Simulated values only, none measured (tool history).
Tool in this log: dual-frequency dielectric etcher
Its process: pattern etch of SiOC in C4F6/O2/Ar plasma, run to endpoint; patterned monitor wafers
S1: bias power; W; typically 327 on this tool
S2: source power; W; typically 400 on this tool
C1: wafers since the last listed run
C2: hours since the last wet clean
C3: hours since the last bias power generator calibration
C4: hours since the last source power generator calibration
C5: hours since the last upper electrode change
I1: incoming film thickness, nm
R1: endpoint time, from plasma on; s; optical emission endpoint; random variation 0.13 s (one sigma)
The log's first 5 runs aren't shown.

run	day	S1	S2	C1	C2	C3	C4	C5	I1	R1
6	11.362	327	460	473	383.9	4686.6	3637	1564	50.9	20
# day 13.588: wet clean of the chamber
7	13.608	327	460	546	0.5	4740.5	3690.9	1617.9	50.6	20.3
8	15.208	327	400	702	38.9	4778.9	3729.3	1656.3	50.5	21.3
9	17.954	327	400	1205	104.8	4844.8	3795.2	1722.2	50.5	21.4
10	20.95	327	400	1315	176.7	4916.7	3867.1	1794.1	50.7	21.7
# day 22.679: wet clean of the chamber, repeated, since the last time left the tool worse
11	22.958	300	400	442	6.7	4964.9	3915.3	1842.3	50.6	20.9
# day 24.246: source power generator calibrated
12	25.588	327	400	1081	69.8	5028	32.2	1905.4	50.3	20.2
13	28.288	327	400	1185	134.6	5092.8	97	1970.2	50.7	20.4
14	30.242	327	400	857	181.5	5139.7	143.9	2017.1	50.4	20.5
15	31.292	327	400	460	206.7	5164.9	169.1	2042.3	50.5	20.3
# day 32.542: bias power generator calibrated
16	34.446	327	400	1311	282.4	45.7	244.8	2118	50.5	20.5
17	36.542	327	400	920	332.7	96	295.1	2168.3	50.9	20.8

Predict the results of run 18:
18	38.658	268	500	929	383.5	146.8	345.9	2219.1	50.7	?

R1: 21 s
With no hidden state in the tool, this same run would have given R1 20.4 s.

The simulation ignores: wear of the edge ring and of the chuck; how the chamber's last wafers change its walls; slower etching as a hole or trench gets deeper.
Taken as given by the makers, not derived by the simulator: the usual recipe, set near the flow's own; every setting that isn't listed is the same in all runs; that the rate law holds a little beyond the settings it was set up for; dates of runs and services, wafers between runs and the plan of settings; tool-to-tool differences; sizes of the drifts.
